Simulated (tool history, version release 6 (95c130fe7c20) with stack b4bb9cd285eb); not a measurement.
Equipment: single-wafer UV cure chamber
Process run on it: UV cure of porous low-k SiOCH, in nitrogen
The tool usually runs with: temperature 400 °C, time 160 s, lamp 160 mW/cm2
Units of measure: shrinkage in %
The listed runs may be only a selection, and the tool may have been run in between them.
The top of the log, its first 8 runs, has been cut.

{"run": 9, "day": 8.054, "temperature": 400, "time": 160, "lamp": 160, "shrinkage": 11.974}
{"run": 10, "day": 8.583, "temperature": 400, "time": 160, "lamp": 160, "shrinkage": 11.621}
{"run": 11, "day": 9.438, "temperature": 400, "time": 160, "lamp": 138, "shrinkage": 11.299}
{"run": 12, "day": 10.246, "temperature": 400, "time": 160, "lamp": 160, "shrinkage": 11.674}
{"run": 13, "day": 11.017, "temperature": 400, "time": 160, "lamp": 160, "shrinkage": 11.995}
{"run": 14, "day": 12.379, "temperature": 408, "time": 105, "lamp": 160, "shrinkage": 10.187}
{"run": 15, "day": 15.6, "temperature": 408, "time": 105, "lamp": 160, "shrinkage": 10.078}
{"run": 16, "day": 16.212, "temperature": 408, "time": 105, "lamp": 160, "shrinkage": 9.911}
{"run": 17, "day": 17.208, "temperature": 400, "time": 85, "lamp": 160, "shrinkage": 8.825}
{"run": 18, "day": 18.312, "temperature": 400, "time": 160, "lamp": 160, "shrinkage": 11.498}
{"run": 19, "day": 19.2, "temperature": 415, "time": 125, "lamp": 128, "shrinkage": 9.736}
{"run": 20, "day": 20.042, "temperature": 400, "time": 160, "lamp": 160, "shrinkage": 11.57}
{"run": 21, "day": 20.742, "temperature": 395, "time": 190, "lamp": 140, "shrinkage": 11.428}
{"run": 22, "day": 21.358, "temperature": 400, "time": 160, "lamp": 147, "shrinkage": 10.942}
{"run": 23, "day": 22.479, "temperature": 400, "time": 160, "lamp": 160, "shrinkage": 11.029}
{"day": 23.025, "done": "quartz window cleaned"}
{"run": 24, "day": 23.85, "temperature": 408, "time": 225, "lamp": 195, "shrinkage": 14.539}
{"day": 25.412, "done": "UV bulbs replaced"}
{"run": 25, "day": 27.2, "temperature": 391, "time": 160, "lamp": 160, "shrinkage": 11.818}
{"run": 26, "day": 27.892, "temperature": 391, "time": 205, "lamp": 171, "shrinkage": 13.317}
{"run": 27, "day": 29.112, "temperature": 386, "time": 160, "lamp": 160, "shrinkage": 11.708}
{"run": 28, "day": 30.121, "temperature": 400, "time": 90, "lamp": 130, "shrinkage": 8.43}
{"run": 29, "day": 30.946, "temperature": 400, "time": 160, "lamp": 160, "shrinkage": 11.527}
{"run": 30, "day": 32.108, "temperature": 400, "time": 160, "lamp": 160, "shrinkage": 11.664}

The next listed run, before its measurement:
{"run": 31, "day": 33.046, "temperature": 406, "time": 110, "lamp": 160, "shrinkage": "?"}

shrinkage: 10.220 %
Minus the tool's unlogged condition, the same run would have read shrinkage 10.422 %.
